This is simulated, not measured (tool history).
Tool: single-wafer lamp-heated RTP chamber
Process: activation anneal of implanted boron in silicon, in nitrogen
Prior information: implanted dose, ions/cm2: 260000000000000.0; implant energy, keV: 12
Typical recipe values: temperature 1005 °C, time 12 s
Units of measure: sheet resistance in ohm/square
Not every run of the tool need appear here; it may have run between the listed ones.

run	day	temperature	time	wafers since the last listed run	wafers since the last pyrometer calibration	wafers since the reflector plate was cleaned	hours since the gauge calibration	read-back reference wafer on the same gauge, sheet resistance	sheet resistance
1	0	1005	12	0	2006	6492	277.5	406.9	393.5
# day 0.408: pyrometer window cleaned and pyrometer calibrated
2	0.925	1005	12	277	242	6769	299.7	407.02	395.51
# day 4.092: pyrometer window cleaned and pyrometer calibrated
3	5.208	1005	12	1851	522	8621	402.5	407	395.67
4	6.458	1005	12	586	1108	9207	432.5	407.04	394.16
5	7.488	1012	10	482	1591	9690	457.2	406.97	392.66
# day 8.208: pyrometer window cleaned and pyrometer calibrated
6	8.229	1012	10	191	10	9881	475	406.95	394.51
7	9.05	1012	10	384	394	10266	494.7	407.05	394.41
# day 9.438: gauge calibrated
8	10.404	1005	12	634	1029	10901	23.2	406.89	395.7
# day 11.038: reflector plate cleaned
9	11.058	1005	12	150	1180	10	38.9	406.98	393.87
# day 11.842: pyrometer window cleaned and pyrometer calibrated
10	11.862	1005	12	220	10	230	58.2	407.05	396.66
11	13.175	980	10	615	626	846	89.7	407	409.67
12	14.604	1013	19	670	1296	1516	124	406.97	392.2
13	15.696	991	15	511	1807	2028	150.2	406.96	395.59
# day 16.058: pyrometer window cleaned and pyrometer calibrated
14	16.967	979	7	439	426	2467	180.7	406.98	414.34
15	18.004	1005	12	486	913	2953	205.6	406.98	395.14
16	19.421	994	8	664	1577	3618	239.6	407.03	398.23
# day 20.912: pyrometer window cleaned and pyrometer calibrated
17	20.933	1016	19	552	10	4170	275.9	406.9	391.49
18	21.312	1018	16	177	188	4348	285	407.01	392.37

What was the tool's hidden state at every run in the log?
wafer temperature error from the tarnished reflector plate, K: 0 across all the runs
gauge reads high (%): 0 across all the runs
H1: true wafer temperature minus pyrometer reading, K
run	H1
1	13.2
2	2.08
3	2.1
4	4.98
5	8.89
6	0.358
7	0.826
8	3.54
9	5.72
10	0.906
11	2.08
12	5.95
13	10.7
14	1.84
15	3.8
16	8.77
17	1.21
18	1.31

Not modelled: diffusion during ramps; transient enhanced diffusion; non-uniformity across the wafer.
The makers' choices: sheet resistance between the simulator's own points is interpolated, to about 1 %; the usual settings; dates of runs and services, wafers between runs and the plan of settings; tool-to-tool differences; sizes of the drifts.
